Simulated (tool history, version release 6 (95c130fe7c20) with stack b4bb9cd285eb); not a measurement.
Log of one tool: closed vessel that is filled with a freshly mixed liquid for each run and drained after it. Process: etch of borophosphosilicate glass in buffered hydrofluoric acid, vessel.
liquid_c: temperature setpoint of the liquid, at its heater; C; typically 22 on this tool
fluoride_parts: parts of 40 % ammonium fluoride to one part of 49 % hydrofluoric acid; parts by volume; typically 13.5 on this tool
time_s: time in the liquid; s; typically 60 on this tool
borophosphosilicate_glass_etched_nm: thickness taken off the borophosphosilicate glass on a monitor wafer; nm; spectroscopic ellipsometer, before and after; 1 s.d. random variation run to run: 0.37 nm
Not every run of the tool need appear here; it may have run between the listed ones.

run     day  liquid_c  fluoride_parts  time_s  wafers since the last listed run  hours since the thermometer was replaced  hours since the hydrofluoric acid flow meter was replaced  hours since the gauge calibration  read-back film thickness of the borophosphosilicate glass reference wafer, read on the same gauge (nm)  borophosphosilicate_glass_etched_nm
  1       0        22            13.5      50                                 0                                     140.9                                                      197.5                              576.4                                                                                                  120.02                                 40.5
  2   2.212        22            13.5      50                              3790                                       194                                                      250.6                              629.5                                                                                                  119.98                                 40.3
  3   5.812        22            13.5      50                              6166                                     280.4                                                        337                              715.9                                                                                                  120.04                                40.44
  4   9.983        22            13.5      60                              7144                                     380.5                                                      437.1                                816                                                                                                  120.03                                48.07
  5    13.7        22            13.5      60                              6366                                     469.7                                                      526.3                              905.2                                                                                                  119.99                                49.05
  6  17.975        22            13.5      60                              7323                                     572.3                                                      628.9                             1007.8                                                                                                  119.98                                48.89
  7  22.308        19            13.5      60                              7423                                     676.3                                                      732.9                             1111.8                                                                                                  119.99                                40.89
  8  25.929        19            13.5      60                              6202                                     763.2                                                      819.8                             1198.7                                                                                                  120.01                                41.86
  9  28.379        22              16      60                              4196                                       822                                                      878.6                             1257.5                                                                                                  120.03                                41.33
 10  32.771        22              16      60                              7522                                     927.4                                                        984                             1362.9                                                                                                  119.98                                41.36
 11  34.546        22            13.5      60                              3040                                       970                                                     1026.6                             1405.5                                                                                                  120.02                                48.99
     36.479  -- thermometer replaced
     37.838  -- gauge calibrated
 12  37.912        22            13.5      60                              5695                                      34.4                                                     1107.4                                1.8                                                                                                  120.03                                 48.3
 13  42.825      25.5            13.5      60                              8415                                     152.3                                                     1225.3                              119.7                                                                                                  119.99                                58.49
 14  45.154      25.5            13.5      60                              3989                                     208.2                                                     1281.2                              175.6                                                                                                  119.99                                58.19
 15  48.342        27              19      35                              5460                                     284.7                                                     1357.7                              252.1                                                                                                     120                                26.59
 16  50.275      26.5            13.5      60                              3311                                     331.1                                                     1404.1                              298.5                                                                                                     120                                   62

The next listed run, before its measurement:
 17  52.512        22            13.5      60                              3832                                     384.8                                                     1457.8                              352.2                                                                                                       ?                                    ?

read-back film thickness of the borophosphosilicate glass reference wafer, read on the same gauge (nm): 119.97
borophosphosilicate_glass_etched_nm: 48.97 nm
If the tool had no hidden condition, the same run with the same run-to-run variation would have returned borophosphosilicate_glass_etched_nm 48.97 nm.
